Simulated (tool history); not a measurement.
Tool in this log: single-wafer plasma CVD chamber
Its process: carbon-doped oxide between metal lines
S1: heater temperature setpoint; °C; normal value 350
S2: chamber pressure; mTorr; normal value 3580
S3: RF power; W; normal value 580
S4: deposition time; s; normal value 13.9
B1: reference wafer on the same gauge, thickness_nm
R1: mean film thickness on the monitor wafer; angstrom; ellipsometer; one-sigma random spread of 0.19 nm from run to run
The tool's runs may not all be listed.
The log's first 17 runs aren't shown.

Run 18, hour 217.1: usual settings but S2 4290 mTorr; B1 73.515. Result: R1 721.1 angstrom.
Run 19, hour 234.9: usual settings but S1 336 °C, S2 2700 mTorr, S3 655 W, S4 12.7 s; B1 73.588. Result: R1 726.81 angstrom.
Run 20, hour 248.3: usual settings but S3 495 W, S4 16.3 s; B1 73.635. Result: R1 734.09 angstrom.
Run 21, hour 255.7: usual settings but S1 336 °C, S4 15.1 s; B1 73.63. Result: R1 805.46 angstrom.
Run 22, hour 267.1: usual settings but S2 4400 mTorr; B1 73.574. Result: R1 727.71 angstrom.
At hour 274: gauge calibrated.
Run 23, hour 284.3: usual settings but S1 336 °C, S4 15.1 s; B1 73.556. Result: R1 805.62 angstrom.
Run 24, hour 294.4: usual settings but S1 360 °C, S3 475 W, S4 14.8 s; B1 73.623. Result: R1 628.74 angstrom.
Run 25, hour 303.8: usual settings; B1 73.603. Result: R1 709.9 angstrom.
Run 26, hour 319.2: usual settings but S2 3140 mTorr, S4 15.1 s; B1 73.69. Result: R1 758.8 angstrom.
Run 27, hour 329.3: usual settings but S4 11.5 s; B1 73.65. Result: R1 587.27 angstrom.
Run 28, hour 356.8: usual settings; B1 73.52. Result: R1 706.37 angstrom.
Run 29, hour 366.6: usual settings but S1 340 °C, S2 3110 mTorr, S3 540 W, S4 16.3 s; B1 73.596. Result: R1 804.58 angstrom.
Run 30, hour 381.6: usual settings; B1 73.642. Result: R1 710.71 angstrom.

What if the next run were any one of these 3? Each begins from the tool's condition after run 30:
Run A, hour 382: usual settings; B1 ?. Result: R1 ?.
Run B, hour 382: usual settings but S1 357 °C, S2 2760 mTorr, S3 470 W; B1 ?. Result: R1 ?.
Run C, hour 382: usual settings but S3 490 W; B1 ?. Result: R1 ?.

run      B1      R1
  A  73.624  709.86
  B  73.624  581.02
  C  73.624  626.49
With no hidden state in the tool, these same runs would have given:
run      R1
  A  712.68
  B  583.82
  C   629.1

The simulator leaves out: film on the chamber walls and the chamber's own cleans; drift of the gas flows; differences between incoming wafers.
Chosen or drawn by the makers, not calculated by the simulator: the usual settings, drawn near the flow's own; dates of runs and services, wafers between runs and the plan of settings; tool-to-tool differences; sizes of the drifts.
